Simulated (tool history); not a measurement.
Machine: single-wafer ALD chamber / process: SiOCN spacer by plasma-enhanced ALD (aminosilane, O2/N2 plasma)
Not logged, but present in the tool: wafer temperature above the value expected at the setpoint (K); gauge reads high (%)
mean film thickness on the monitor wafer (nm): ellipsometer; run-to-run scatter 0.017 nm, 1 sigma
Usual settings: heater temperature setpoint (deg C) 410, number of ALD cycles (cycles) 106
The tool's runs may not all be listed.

run,day,heater temperature setpoint (deg C),number of ALD cycles (cycles),wafers since the last listed run,hours since the last thermocouple change,hours since the gauge calibration,"read-back reference wafer on the same gauge, thickness_nm",mean film thickness on the monitor wafer (nm)
1,0,410,115,0,1416.3,499.4,7.688,7.476
2,2.304,410,106,133,1471.6,554.7,7.69,6.867
3,4.412,410,106,122,1522.2,605.3,7.683,6.88
4,6.746,410,114,135,1578.2,661.3,7.684,7.382
5,8.171,410,114,82,1612.4,695.5,7.678,7.383
6,9.279,410,114,64,1639,722.1,7.677,7.346
7,10.604,410,106,76,1670.8,753.9,7.681,6.84
8,18.929,410,106,483,1870.6,953.7,7.673,6.863
9,20.954,410,120,117,1919.2,1002.3,7.671,7.726
10,22.179,421,93,71,1948.6,1031.7,7.667,5.843
11,24.679,410,106,145,2008.6,1091.7,7.662,6.841
12,26.771,410,91,121,2058.8,1141.9,7.662,5.908
13,29.667,404,106,168,2128.3,1211.4,7.671,6.959
14,31.842,404,106,126,2180.5,1263.6,7.661,6.979
15,34.167,404,106,135,2236.3,1319.4,7.661,6.98
16,40.283,399,106,355,2383.1,1466.2,7.652,7.088
# day 40.925: thermocouple changed; heater temperature recalibrated
17,41.712,399,106,63,18.9,1500.5,7.655,7.088
18,43.596,399,106,109,64.1,1545.7,7.664,7.034
19,46.258,410,106,154,128,1609.6,7.665,6.838
20,47.338,410,106,62,153.9,1635.5,7.648,6.853
21,48.433,410,106,63,180.2,1661.8,7.659,6.848
22,50.108,420,126,97,220.4,1702,7.66,7.896
23,52.617,410,106,145,280.6,1762.2,7.648,6.834
# day 53.225: gauge calibrated
24,55.096,410,112,143,340.1,44.9,7.727,7.312
25,56.267,410,106,67,368.2,73,7.725,6.933
26,58.058,400,106,104,411.2,116,7.724,7.121
27,65.888,410,106,454,599.1,303.9,7.698,6.868
28,66.929,421,106,60,624.1,328.9,7.703,6.65
29,68.508,396,121,91,662,366.8,7.702,8.085
30,76.862,410,113,485,862.5,567.3,7.681,7.324
31,78.496,398,106,94,901.7,606.5,7.683,7.048
32,79.633,416,100,66,929,633.8,7.688,6.367
33,81.483,410,106,107,973.4,678.2,7.679,6.867
34,83.717,403,126,129,1027,731.8,7.676,8.327
35,84.725,410,116,58,1051.2,756,7.678,7.507
36,87.633,410,99,168,1121,825.8,7.673,6.395
37,90.204,418,88,149,1182.7,887.5,7.677,5.578
38,91.871,410,116,96,1222.7,927.5,7.668,7.5
39,94.717,410,116,165,1291,995.8,7.666,7.53
40,96.221,419,106,87,1327.1,1031.9,7.668,6.679
41,97.638,420,106,82,1361.1,1065.9,7.662,6.693
42,99.4,416,89,102,1403.4,1108.2,7.667,5.649

Run by run, hidden condition taken away, random variation retained:
run,mean film thickness on the monitor wafer (nm)
1,7.533
2,6.923
3,6.938
4,7.447
5,7.45
6,7.414
7,6.904
8,6.934
9,7.808
10,5.905
11,6.916
12,5.974
13,7.037
14,7.059
15,7.06
16,7.171
17,7.172
18,7.118
19,6.92
20,6.936
21,6.931
22,7.992
23,6.917
24,7.327
25,6.95
26,7.144
27,6.909
28,6.691
29,8.138
30,7.386
31,7.109
32,6.424
33,6.931
34,8.407
35,7.581
36,6.46
37,5.637
38,7.579
39,7.612
40,6.753
41,6.768
42,5.713
